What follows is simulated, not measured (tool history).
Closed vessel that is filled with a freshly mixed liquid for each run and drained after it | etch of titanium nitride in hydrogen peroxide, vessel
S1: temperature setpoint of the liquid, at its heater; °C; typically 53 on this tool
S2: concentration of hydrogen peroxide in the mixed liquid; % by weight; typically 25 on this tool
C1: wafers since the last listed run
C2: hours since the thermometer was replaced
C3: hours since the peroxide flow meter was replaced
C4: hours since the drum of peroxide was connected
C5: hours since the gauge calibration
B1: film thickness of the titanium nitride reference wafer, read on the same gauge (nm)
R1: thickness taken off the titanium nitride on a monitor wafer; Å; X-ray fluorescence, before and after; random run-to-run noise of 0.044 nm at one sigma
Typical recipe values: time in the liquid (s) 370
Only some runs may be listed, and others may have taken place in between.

Run 1, day 0: usual settings; C1 0; C2 2624.8; C3 687.9; C4 398.1; C5 247.6; B1 60. Result: R1 111.7 Å.
Run 2, day 0.571: usual settings; C1 1276; C2 2638.5; C3 701.6; C4 411.8; C5 261.3; B1 60. Result: R1 111.8 Å.
Run 3, day 0.838: usual settings; C1 596; C2 2644.9; C3 708; C4 418.2; C5 267.7; B1 60.01. Result: R1 112.1 Å.
Run 4, day 1.85: usual settings; C1 2263; C2 2669.2; C3 732.3; C4 442.5; C5 292; B1 59.99. Result: R1 112.5 Å.
Run 5, day 2.462: usual settings; C1 1369; C2 2683.9; C3 747; C4 457.2; C5 306.7; B1 59.99. Result: R1 111.9 Å.
Run 6, day 3.012: usual settings; C1 1229; C2 2697.1; C3 760.2; C4 470.4; C5 319.9; B1 60.01. Result: R1 112.3 Å.
Run 7, day 3.267: usual settings; C1 568; C2 2703.2; C3 766.3; C4 476.5; C5 326; B1 60.01. Result: R1 111.9 Å.
Run 8, day 3.779: usual settings; C1 1145; C2 2715.5; C3 778.6; C4 488.8; C5 338.3; B1 60. Result: R1 111.1 Å.
Run 9, day 4.088: usual settings but S1 59 °C, S2 23 % by weight; C1 689; C2 2722.9; C3 786; C4 496.2; C5 345.7; B1 60. Result: R1 166.8 Å.
At day 4.625: new drum of peroxide connected.
Run 10, day 4.683: usual settings but S1 55.5 °C; C1 1238; C2 2737.2; C3 800.3; C4 1.4; C5 360; B1 60.01. Result: R1 132.2 Å.
Run 11, day 5.017: usual settings but S2 28.5 % by weight, time in the liquid (s) 190; C1 745; C2 2745.2; C3 808.3; C4 9.4; C5 368; B1 59.99. Result: R1 59.5 Å.
Run 12, day 5.712: usual settings but S2 30 % by weight; C1 1555; C2 2761.9; C3 825; C4 26.1; C5 384.7; B1 60. Result: R1 116.2 Å.
At day 5.871: thermometer replaced.
At day 6.217: gauge calibrated.
Run 13, day 6.429: usual settings but S1 47 °C, S2 21.5 % by weight, time in the liquid (s) 450; C1 1508; C2 13.4; C3 842.2; C4 43.3; C5 5.1; B1 59.99. Result: R1 85.2 Å.
Run 14, day 6.983: usual settings but S1 45 °C, S2 30 % by weight, time in the liquid (s) 205; C1 1238; C2 26.7; C3 855.5; C4 56.6; C5 18.4; B1 60.01. Result: R1 36 Å.
Run 15, day 7.346: usual settings but S1 61.5 °C, S2 30 % by weight; C1 810; C2 35.4; C3 864.2; C4 65.3; C5 27.1; B1 60. Result: R1 209.2 Å.
Run 16, day 7.633: usual settings; C1 642; C2 42.3; C3 871.1; C4 72.2; C5 34; B1 59.99. Result: R1 111.8 Å.
Run 17, day 8.004: usual settings; C1 829; C2 51.2; C3 880; C4 81.1; C5 42.9; B1 60. Result: R1 111.5 Å.
Run 18, day 8.504: usual settings but time in the liquid (s) 560; C1 1117; C2 63.2; C3 892; C4 93.1; C5 54.9; B1 60.01. Result: R1 169.3 Å.
Run 19, day 8.946: usual settings; C1 987; C2 73.8; C3 902.6; C4 103.7; C5 65.5; B1 60. Result: R1 111.5 Å.
At day 10.292: peroxide flow meter replaced.
Run 20, day 10.821: usual settings but S1 50 °C, S2 30 % by weight; C1 4098; C2 118.8; C3 12.7; C4 148.7; C5 110.5; B1 60.02. Result: R1 93.3 Å.
Run 21, day 11.692: usual settings but S1 45.5 °C, S2 27.5 % by weight, time in the liquid (s) 235; C1 1946; C2 139.7; C3 33.6; C4 169.6; C5 131.4; B1 60.01. Result: R1 42.1 Å.
Run 22, day 12.029: usual settings but time in the liquid (s) 570; C1 754; C2 147.8; C3 41.7; C4 177.7; C5 139.5; B1 60. Result: R1 172 Å.
Run 23, day 12.454: usual settings but S1 43.5 °C, S2 21.5 % by weight; C1 950; C2 158; C3 51.9; C4 187.9; C5 149.7; B1 60.01. Result: R1 54.4 Å.
Run 24, day 12.95: usual settings; C1 1108; C2 169.9; C3 63.8; C4 199.8; C5 161.6; B1 60.01. Result: R1 111.3 Å.
Run 25, day 13.438: usual settings but S2 27.5 % by weight, time in the liquid (s) 540; C1 1089; C2 181.6; C3 75.5; C4 211.5; C5 173.3; B1 60.01. Result: R1 165.7 Å.
Run 26, day 13.858: usual settings but time in the liquid (s) 275; C1 940; C2 191.7; C3 85.6; C4 221.6; C5 183.4; B1 60. Result: R1 83.2 Å.
Run 27, day 14.279: usual settings but time in the liquid (s) 235; C1 940; C2 201.8; C3 95.7; C4 231.7; C5 193.5; B1 60. Result: R1 70.7 Å.

For run 28, what comes out?
Run 28, day 14.533: usual settings but S2 28.5 % by weight, time in the liquid (s) 210; C1 568; C2 207.9; C3 101.8; C4 237.8; C5 199.6; B1 ?. Result: R1 ?.

{"run 28": {"B1": 60.01, "R1": 65.1}}
Without the tool's hidden state the same run would have given R1 65.1 Å.
